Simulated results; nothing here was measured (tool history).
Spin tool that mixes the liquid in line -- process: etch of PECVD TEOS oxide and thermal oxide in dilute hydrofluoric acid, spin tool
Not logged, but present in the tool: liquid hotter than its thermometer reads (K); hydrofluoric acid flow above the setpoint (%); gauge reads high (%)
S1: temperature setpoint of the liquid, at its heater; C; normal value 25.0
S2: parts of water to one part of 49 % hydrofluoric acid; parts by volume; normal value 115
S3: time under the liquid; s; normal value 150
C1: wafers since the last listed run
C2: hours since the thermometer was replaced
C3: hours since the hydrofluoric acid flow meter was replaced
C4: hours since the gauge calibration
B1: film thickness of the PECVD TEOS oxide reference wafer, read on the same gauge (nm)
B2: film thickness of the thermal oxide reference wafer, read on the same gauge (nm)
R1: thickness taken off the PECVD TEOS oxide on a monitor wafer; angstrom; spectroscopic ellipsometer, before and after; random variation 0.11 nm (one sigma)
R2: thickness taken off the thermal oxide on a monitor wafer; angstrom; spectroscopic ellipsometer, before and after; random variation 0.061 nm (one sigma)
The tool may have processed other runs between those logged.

run,day,S1,S2,S3,C1,C2,C3,C4,B1,B2,R1,R2
1,0.000,25.0,115,90,0,505.5,1961.4,518.3,110.01,70.00,208.6,41.1
2,2.304,25.0,115,90,407,560.8,2016.7,573.6,109.97,70.01,209.3,40.8
3,3.488,25.0,115,220,209,589.2,2045.1,602.0,109.97,70.03,510.2,100.8
4,4.879,25.0,115,150,246,622.6,2078.5,635.4,110.00,70.01,348.8,69.0
5,5.996,28.0,115,150,197,649.4,2105.3,662.2,109.99,70.02,390.3,76.6
6,7.033,25.0,115,150,183,674.3,2130.2,687.1,109.97,69.97,349.6,69.3
7,8.075,25.0,115,220,184,699.3,2155.2,712.1,110.00,70.02,514.1,100.9
8,9.075,25.0,115,150,176,723.3,2179.2,736.1,110.00,70.00,352.6,69.5
9,12.000,25.0,115,150,517,793.5,2249.4,806.3,110.00,70.03,352.4,67.2
10,13.396,25.0,85,195,246,827.0,2282.9,839.8,110.01,70.03,643.5,126.2
11,14.892,23.0,115,150,264,862.9,2318.8,875.7,109.98,69.99,325.5,63.8
# day 15.667: gauge calibrated
12,16.062,20.5,165,175,206,891.0,2346.9,9.5,110.02,70.02,228.3,43.9
13,16.571,29.5,170,205,89,903.2,2359.1,21.7,110.01,70.02,360.3,70.4
# day 16.854: thermometer replaced
14,17.846,25.0,115,150,218,23.8,2389.7,52.3,109.99,70.03,341.2,66.2
# day 18.221: hydrofluoric acid flow meter replaced
15,20.275,21.5,155,95,422,82.1,49.3,110.6,109.97,69.97,133.3,26.2
16,21.208,25.0,115,100,164,104.5,71.7,133.0,110.01,70.00,227.3,44.6
17,22.650,25.0,115,80,254,139.1,106.3,167.6,109.97,69.99,182.6,36.4
18,24.021,25.0,85,195,242,172.0,139.2,200.5,109.99,69.95,625.9,120.8

For run 19, what comes out?
19,25.362,23.0,75,150,237,204.2,171.4,232.7,?,?,?,?

Logged for run 19: B1 109.99, B2 69.98, R1 511.4 angstrom, R2 100.9 angstrom.
With the hidden condition absent and the run-to-run variation left alone, this run would have shown R1 506.6 angstrom, R2 100.0 angstrom.
